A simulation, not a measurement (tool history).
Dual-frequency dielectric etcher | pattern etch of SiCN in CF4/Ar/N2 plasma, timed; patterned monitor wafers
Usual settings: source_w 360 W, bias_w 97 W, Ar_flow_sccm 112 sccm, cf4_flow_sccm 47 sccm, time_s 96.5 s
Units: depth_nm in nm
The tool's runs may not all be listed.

run    hour  source_w  bias_w  Ar_flow_sccm  cf4_flow_sccm  time_s  read-back reference wafer on the same gauge, depth_nm  depth_nm
  1     0.0       360      97           120             47    96.5                                                   79.6      72.3
  2    46.2       360      97           120             47    96.5                                                   79.5      72.9
  3    94.0       360      97           120             47    96.5                                                   79.2      73.0
  4   364.9       360      97           112             47    96.5                                                   78.3      72.7
      392.4  -- wet clean of the chamber
      423.7  -- bias power generator calibrated
  5   424.4       300      97           112             47    96.5                                                   77.9      59.2
  6   502.7       300      97           112             47    96.5                                                   77.7      59.0
  7   543.8       360      97           104             47    96.5                                                   77.5      72.4
      607.2  -- upper electrode replaced
  8   607.7       360     106           123             53    96.5                                                   76.9      73.3
      666.0  -- gauge calibrated
      668.2  -- Ar flow controller replaced
      668.6  -- source power generator calibrated
  9   688.6       440      97           112             47   116.0                                                   79.8     109.5
 10   734.8       360      97           112             47    96.5                                                   79.9      73.3
      801.0  -- wet clean of the chamber
      822.4  -- CF4 flow controller replaced
 11   824.3       420      97           135             52    96.5                                                   79.9      86.1
 12   895.4       390      74           112             54    96.5                                                   79.7      75.3
 13   993.1       430      97           112             58    96.5                                                   79.4      90.2
 14  1030.2       400      77           127             47   107.5                                                   79.4      83.8

What the log doesn't show, run by run:
etch rate over this chamber's usual, %: 0 in every run
source power that arrives over what is set, %: 0 in every run
bias power that arrives over what is set, %: 0 in every run
Ar flow that arrives over what is set, %: 0 in every run
CF4 flow that arrives over what is set, %: 0 in every run
H1: gauge reads high (%)
run       H1
  1   -0.297
  2   -0.401
  3   -0.532
  4    -1.72
  5    -2.08
  6    -2.61
  7    -2.92
  8    -3.42
  9    0.257
 10    0.235
 11    0.131
 12  -0.0108
 13    -0.29
 14   -0.421
